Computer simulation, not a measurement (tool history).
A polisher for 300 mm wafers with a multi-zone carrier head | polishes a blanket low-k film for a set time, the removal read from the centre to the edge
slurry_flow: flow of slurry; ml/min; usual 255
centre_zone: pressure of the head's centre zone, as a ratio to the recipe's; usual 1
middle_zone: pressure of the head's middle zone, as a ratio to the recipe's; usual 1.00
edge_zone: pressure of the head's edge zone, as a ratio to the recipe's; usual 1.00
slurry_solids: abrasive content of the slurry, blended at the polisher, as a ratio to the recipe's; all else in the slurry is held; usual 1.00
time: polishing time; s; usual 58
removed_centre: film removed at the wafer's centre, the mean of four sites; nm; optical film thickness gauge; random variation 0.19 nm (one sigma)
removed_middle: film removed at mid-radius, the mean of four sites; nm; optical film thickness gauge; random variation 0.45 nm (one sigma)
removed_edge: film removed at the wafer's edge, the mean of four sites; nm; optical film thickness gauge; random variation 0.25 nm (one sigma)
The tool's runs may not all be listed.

run,hour,slurry_flow,centre_zone,middle_zone,edge_zone,slurry_solids,time,"incoming thickness of the incoming film, nm",removed_centre,removed_middle,removed_edge
1,0.0,255,1,1.00,1.00,1.00,42,482.3,21.8,21.9,21.2
2,23.0,255,1,1.00,1.00,1.00,42,485.0,21.6,22.2,21.1
3,39.1,255,1,1.06,1.00,1.15,58,482.3,31.4,33.6,30.6
# hour 47.7: worn pad replaced by a new one
4,58.6,255,1,1.06,1.00,1.15,58,497.0,31.5,33.1,30.3
5,89.7,255,1,1.08,1.00,1.00,58,493.8,30.4,32.5,29.4
6,109.7,255,1,1.08,1.00,1.00,58,485.4,29.8,32.2,29.4
7,122.2,255,1,1.08,1.00,1.00,58,488.0,30.3,32.1,29.3
# hour 164.5: edge zone pressure recalibrated
# hour 178.4: worn pad replaced by a new one
8,182.9,255,1,0.95,1.00,1.20,53,486.9,28.6,28.6,28.2
# hour 216.8: slurry nozzle cleaned
# hour 218.8: carrier head's membrane replaced by a new one
9,257.6,255,1,1.00,1.00,1.00,69,494.0,35.8,36.3,34.9
10,281.1,255,1,1.00,1.00,1.00,58,486.0,30.1,30.6,29.2
# hour 297.1: worn pad replaced by a new one
# hour 302.6: centre zone pressure recalibrated
11,315.3,255,1,1.00,1.00,1.00,58,498.9,30.2,30.8,29.5

The next listed run, before its measurement:
12,350.9,255,1,1.00,1.08,0.75,72,488.8,?,?,?

removed_centre: 33.9 nm
removed_middle: 33.6 nm
removed_edge: 34.3 nm
Without the tool's hidden state the same run would have given removed_centre 34.1 nm, removed_middle 33.8 nm, removed_edge 34.5 nm.

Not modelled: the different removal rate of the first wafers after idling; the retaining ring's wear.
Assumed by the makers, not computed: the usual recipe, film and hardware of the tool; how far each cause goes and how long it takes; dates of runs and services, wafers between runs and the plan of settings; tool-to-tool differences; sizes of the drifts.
